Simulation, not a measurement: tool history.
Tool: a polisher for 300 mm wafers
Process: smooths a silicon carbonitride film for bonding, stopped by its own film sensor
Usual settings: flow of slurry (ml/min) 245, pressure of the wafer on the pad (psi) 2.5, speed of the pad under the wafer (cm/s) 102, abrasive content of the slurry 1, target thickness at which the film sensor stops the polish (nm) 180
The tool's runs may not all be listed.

| run | hour | flow of slurry (ml/min) | pressure of the wafer on the pad (psi) | speed of the pad under the wafer (cm/s) | abrasive content of the slurry | target thickness at which the film sensor stops the polish (nm) | wafers since the last listed run | wafers polished on this pad | hours since the slurry nozzle was cleaned | hours since the head pressure was calibrated | hours since the slurry blender was calibrated | incoming thickness of the incoming film, nm | time until the film sensor stopped the polish (s) |
|---|---|---|---|---|---|---|---|---|---|---|---|---|---|
| 1 | 0 | 190 | 2.5 | 102 | 1 | 180 | 0 | 835 | 124 | 511.1 | 90 | 199.1 | 71.3 |
|  | 50.4 | head pressure recalibrated |
| 2 | 117 | 190 | 2.5 | 102 | 1 | 180 | 1755 | 2591 | 241 | 66.6 | 207 | 203.4 | 93 |
| 3 | 165 | 245 | 2.5 | 102 | 1.25 | 180 | 732 | 3324 | 289 | 114.6 | 255 | 202.9 | 86.2 |
|  | 176 | worn pad replaced by a new one |
| 4 | 215.3 | 245 | 2.5 | 102 | 1.25 | 180 | 706 | 599 | 339.3 | 164.9 | 305.3 | 202.7 | 82.1 |
|  | 219 | slurry nozzle cleaned |
| 5 | 270.8 | 245 | 2.5 | 102 | 1 | 180 | 831 | 1431 | 51.8 | 220.4 | 360.8 | 197.2 | 64.9 |
| 6 | 316.1 | 245 | 2.5 | 102 | 1 | 180 | 691 | 2123 | 97.1 | 265.7 | 406.1 | 200.1 | 78.4 |
|  | 350.4 | slurry blender recalibrated |
| 7 | 354 | 245 | 2.5 | 102 | 1 | 180 | 548 | 2671 | 135 | 303.6 | 3.6 | 202 | 83.3 |
| 8 | 419 | 245 | 2.5 | 102 | 1 | 180 | 992 | 3663 | 200 | 368.6 | 68.6 | 202.7 | 83.7 |
|  | 436.5 | worn pad replaced by a new one |
| 9 | 482.5 | 245 | 2.5 | 102 | 1 | 180 | 908 | 701 | 263.5 | 432.1 | 132.1 | 203.2 | 86.2 |
| 10 | 535.4 | 245 | 2.5 | 102 | 1 | 180 | 807 | 1509 | 316.4 | 485 | 185 | 200.3 | 73.9 |
| 11 | 574 | 245 | 3.2 | 118 | 1 | 180 | 589 | 2098 | 355 | 523.6 | 223.6 | 202.1 | 60.5 |
|  | 592.6 | slurry nozzle cleaned |
| 12 | 630.2 | 245 | 2.3 | 76 | 1 | 180 | 842 | 2941 | 37.6 | 579.8 | 279.8 | 198.9 | 86.9 |
|  | 642.9 | head pressure recalibrated |
|  | 652.4 | worn pad replaced by a new one |
| 13 | 689.3 | 245 | 2.5 | 102 | 1 | 180 | 810 | 563 | 96.7 | 46.4 | 338.9 | 200.7 | 82.1 |
| 14 | 714.6 | 245 | 1.9 | 102 | 1 | 176 | 386 | 949 | 122 | 71.7 | 364.2 | 202.3 | 140.8 |
|  | 731.5 | slurry blender recalibrated |
| 15 | 739.4 | 245 | 2.3 | 76 | 1 | 180 | 348 | 1297 | 146.8 | 96.5 | 7.9 | 200 | 98.8 |
| 16 | 763.9 | 205 | 2.5 | 102 | 0.9 | 180 | 373 | 1671 | 171.3 | 121 | 32.4 | 201.2 | 88 |
| 17 | 806.1 | 215 | 2.5 | 102 | 1.2 | 180 | 644 | 2315 | 213.5 | 163.2 | 74.6 | 198.7 | 71.2 |
| 18 | 866.3 | 245 | 2.5 | 102 | 1 | 180 | 918 | 3234 | 273.7 | 223.4 | 134.8 | 196.9 | 64.1 |
|  | 892.8 | worn pad replaced by a new one |
| 19 | 906.3 | 245 | 2.5 | 118 | 1 | 177 | 549 | 206 | 313.7 | 263.4 | 174.8 | 200.5 | 83.4 |
|  | 943.7 | slurry nozzle cleaned |
| 20 | 1032.9 | 245 | 2.5 | 102 | 1 | 180 | 1917 | 2123 | 89.2 | 390 | 301.4 | 199.4 | 70.3 |
|  | 1131.4 | worn pad replaced by a new one |
|  | 1145.3 | slurry blender recalibrated |
|  | 1153.7 | head pressure recalibrated |
| 21 | 1192 | 245 | 2 | 102 | 1 | 185 | 2306 | 864 | 248.3 | 38.3 | 46.7 | 203.6 | 96.5 |

Hidden state at the last listed run before each entry between runs and at the first one after, where it differs:
Between runs 1 and 2: head pressure recalibrated (hour 50.4)
  deviation of the head's pressure from its setpoint, %: 11.7 -> 1.55
  measured less the result without the state, time until the film sensor stopped the polish (s): -8.3 -> -1.4
Between runs 3 and 4: worn pad replaced by a new one (hour 176)
  deviation of the head's pressure from its setpoint, %: 2.62 -> 3.74
  measured less the result without the state, time until the film sensor stopped the polish (s): -2.3 -> -3.1
Between runs 4 and 5: slurry nozzle cleaned (hour 219)
  deviation of the head's pressure from its setpoint, %: 3.74 -> 4.98
  measured less the result without the state, time until the film sensor stopped the polish (s): -3.1 -> -3.2
Between runs 6 and 7: slurry blender recalibrated (hour 350.4)
  deviation of the head's pressure from its setpoint, %: 5.99 -> 6.84
  measured less the result without the state, time until the film sensor stopped the polish (s): -4.7 -> -5.7
Between runs 8 and 9: worn pad replaced by a new one (hour 436.5)
  deviation of the head's pressure from its setpoint, %: 8.29 -> 9.71
  measured less the result without the state, time until the film sensor stopped the polish (s): -7 -> -8.3
Between runs 11 and 12: slurry nozzle cleaned (hour 592.6)
  deviation of the head's pressure from its setpoint, %: 11.7 -> 13
  measured less the result without the state, time until the film sensor stopped the polish (s): -7.1 -> -11.3
Between runs 12 and 13: head pressure recalibrated (hour 642.9); worn pad replaced by a new one (hour 652.4)
  deviation of the head's pressure from its setpoint, %: 13 -> 1.39
  measured less the result without the state, time until the film sensor stopped the polish (s): -11.3 -> -1.1
Between runs 14 and 15: slurry blender recalibrated (hour 731.5)
  deviation of the head's pressure from its setpoint, %: 1.95 -> 2.51
  measured less the result without the state, time until the film sensor stopped the polish (s): -2.8 -> -2.5
Between runs 18 and 19: worn pad replaced by a new one (hour 892.8)
  deviation of the head's pressure from its setpoint, %: 5.34 -> 6.23
  measured less the result without the state, time until the film sensor stopped the polish (s): -3.4 -> -5.2
Between runs 19 and 20: slurry nozzle cleaned (hour 943.7)
  deviation of the head's pressure from its setpoint, %: 6.23 -> 9.06
  measured less the result without the state, time until the film sensor stopped the polish (s): -5.2 -> -6.4
Between runs 20 and 21: worn pad replaced by a new one (hour 1131.4); slurry blender recalibrated (hour 1145.3); head pressure recalibrated (hour 1153.7)
  deviation of the head's pressure from its setpoint, %: 9.06 -> -0.282
  measured less the result without the state, time until the film sensor stopped the polish (s): -6.4 -> +0.3
